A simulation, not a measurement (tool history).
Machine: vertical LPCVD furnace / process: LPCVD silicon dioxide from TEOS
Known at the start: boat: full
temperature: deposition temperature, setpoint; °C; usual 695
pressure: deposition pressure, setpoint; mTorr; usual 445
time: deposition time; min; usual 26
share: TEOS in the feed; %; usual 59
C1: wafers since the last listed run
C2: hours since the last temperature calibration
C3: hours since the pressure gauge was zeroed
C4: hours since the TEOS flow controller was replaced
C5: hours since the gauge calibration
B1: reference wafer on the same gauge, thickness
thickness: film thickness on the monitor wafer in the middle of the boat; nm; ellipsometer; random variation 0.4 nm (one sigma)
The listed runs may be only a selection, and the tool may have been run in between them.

Run 1, hour 0: usual settings; C1 0; C2 2303.7; C3 3267.1; C4 4277; C5 528.3; B1 171.03. Result: thickness 199.88 nm.
Run 2, hour 27.2: usual settings; C1 562; C2 2330.9; C3 3294.3; C4 4304.2; C5 555.5; B1 171.09. Result: thickness 200.77 nm.
Run 3, hour 55.6: usual settings; C1 586; C2 2359.3; C3 3322.7; C4 4332.6; C5 583.9; B1 171.07. Result: thickness 200.41 nm.
Run 4, hour 67.7: usual settings; C1 250; C2 2371.4; C3 3334.8; C4 4344.7; C5 596; B1 170.97. Result: thickness 200.39 nm.
Run 5, hour 81.4: usual settings but temperature 698 °C, pressure 380 mTorr; C1 283; C2 2385.1; C3 3348.5; C4 4358.4; C5 609.7; B1 171.02. Result: thickness 198.94 nm.
Run 6, hour 111.1: usual settings but temperature 698 °C, pressure 380 mTorr; C1 613; C2 2414.8; C3 3378.2; C4 4388.1; C5 639.4; B1 171. Result: thickness 199.31 nm.
Run 7, hour 135.2: usual settings but temperature 698 °C, pressure 380 mTorr; C1 498; C2 2438.9; C3 3402.3; C4 4412.2; C5 663.5; B1 171.04. Result: thickness 199.66 nm.
Run 8, hour 161.8: usual settings; C1 549; C2 2465.5; C3 3428.9; C4 4438.8; C5 690.1; B1 171.01. Result: thickness 201.84 nm.
Run 9, hour 184.4: usual settings; C1 467; C2 2488.1; C3 3451.5; C4 4461.4; C5 712.7; B1 171.04. Result: thickness 201.97 nm.
Run 10, hour 207.9: usual settings; C1 485; C2 2511.6; C3 3475; C4 4484.9; C5 736.2; B1 171.03. Result: thickness 201.28 nm.
At hour 243.4: thermocouples replaced and temperature profile calibrated.
Run 11, hour 243.9: usual settings but time 20.5 min; C1 247; C2 0.5; C3 3511; C4 4520.9; C5 772.2; B1 171.04. Result: thickness 146.97 nm.
At hour 280.2: gauge calibrated.
Run 12, hour 305.9: usual settings but time 20.5 min; C1 1281; C2 62.5; C3 3573; C4 4582.9; C5 25.7; B1 171. Result: thickness 147.37 nm.
Run 13, hour 334.7: usual settings but time 20.5 min; C1 595; C2 91.3; C3 3601.8; C4 4611.7; C5 54.5; B1 171.08. Result: thickness 147.22 nm.
Run 14, hour 357.6: usual settings but share 66 %; C1 473; C2 114.2; C3 3624.7; C4 4634.6; C5 77.4; B1 170.87. Result: thickness 198.64 nm.
At hour 387.7: pressure gauge zeroed.
Run 15, hour 388.2: usual settings but temperature 704 °C, pressure 340 mTorr; C1 136; C2 144.8; C3 0.5; C4 4665.2; C5 108; B1 170.9. Result: thickness 201.1 nm.
At hour 424.8: TEOS flow controller replaced.
Run 16, hour 425.3: usual settings but temperature 685 °C, pressure 370 mTorr, time 31 min; C1 270; C2 181.9; C3 37.6; C4 0.5; C5 145.1; B1 171.03. Result: thickness 160.25 nm.
Run 17, hour 451.6: usual settings but temperature 691 °C, pressure 360 mTorr, time 18.5 min, share 52 %; C1 543; C2 208.2; C3 63.9; C4 26.8; C5 171.4; B1 170.87. Result: thickness 102.16 nm.
Run 18, hour 470.6: usual settings but pressure 395 mTorr, time 18 min; C1 392; C2 227.2; C3 82.9; C4 45.8; C5 190.4; B1 171.01. Result: thickness 121.94 nm.
Run 19, hour 498.9: usual settings but time 30.5 min, share 70 %; C1 584; C2 255.5; C3 111.2; C4 74.1; C5 218.7; B1 170.98. Result: thickness 240.3 nm.
Run 20, hour 513.8: usual settings but pressure 540 mTorr; C1 307; C2 270.4; C3 126.1; C4 89; C5 233.6; B1 170.95. Result: thickness 205.9 nm.
Run 21, hour 592.6: usual settings; C1 1628; C2 349.2; C3 204.9; C4 167.8; C5 312.4; B1 171.04. Result: thickness 186.53 nm.
Run 22, hour 604.9: usual settings but time 20.5 min; C1 254; C2 361.5; C3 217.2; C4 180.1; C5 324.7; B1 170.93. Result: thickness 147.47 nm.
Run 23, hour 638.6: usual settings but share 55 %; C1 696; C2 395.2; C3 250.9; C4 213.8; C5 358.4; B1 171. Result: thickness 180.4 nm.
Run 24, hour 664.5: usual settings but temperature 699 °C, pressure 505 mTorr, time 18 min, share 53 %; C1 535; C2 421.1; C3 276.8; C4 239.7; C5 384.3; B1 170.97. Result: thickness 144.32 nm.
Run 25, hour 688.7: usual settings but time 21.5 min, share 62 %; C1 500; C2 445.3; C3 301; C4 263.9; C5 408.5; B1 171.07. Result: thickness 158.88 nm.
Run 26, hour 706.9: usual settings but time 34.5 min; C1 376; C2 463.5; C3 319.2; C4 282.1; C5 426.7; B1 170.92. Result: thickness 248.09 nm.
Run 27, hour 720.7: usual settings but pressure 370 mTorr; C1 285; C2 477.3; C3 333; C4 295.9; C5 440.5; B1 170.98. Result: thickness 171.2 nm.
Run 28, hour 747.6: usual settings but time 35 min; C1 555; C2 504.2; C3 359.9; C4 322.8; C5 467.4; B1 171.01. Result: thickness 251.75 nm.

4 ways to go on from here, each from the tool as it stands after run 28. What would each give?
Run A, hour 751.9: usual settings but pressure 395 mTorr; C1 88; C2 508.5; C3 364.2; C4 327.1; C5 471.7; B1 ?. Result: thickness ?.
Run B, hour 751.9: usual settings but pressure 360 mTorr, share 66 %; C1 88; C2 508.5; C3 364.2; C4 327.1; C5 471.7; B1 ?. Result: thickness ?.
Run C, hour 751.9: usual settings but pressure 500 mTorr, share 52 %; C1 88; C2 508.5; C3 364.2; C4 327.1; C5 471.7; B1 ?. Result: thickness ?.
Run D, hour 751.9: usual settings but time 22 min; C1 88; C2 508.5; C3 364.2; C4 327.1; C5 471.7; B1 ?. Result: thickness ?.

run      B1  thickness
  A  171.02     175.96
  B  171.02     177.67
  C  171.02     185.86
  D  171.02     158.04
The same runs, with their run-to-run variation unchanged, on a tool lacking any hidden condition would have given:
run  thickness
  A     174.05
  B     175.74
  C     183.84
  D     156.32

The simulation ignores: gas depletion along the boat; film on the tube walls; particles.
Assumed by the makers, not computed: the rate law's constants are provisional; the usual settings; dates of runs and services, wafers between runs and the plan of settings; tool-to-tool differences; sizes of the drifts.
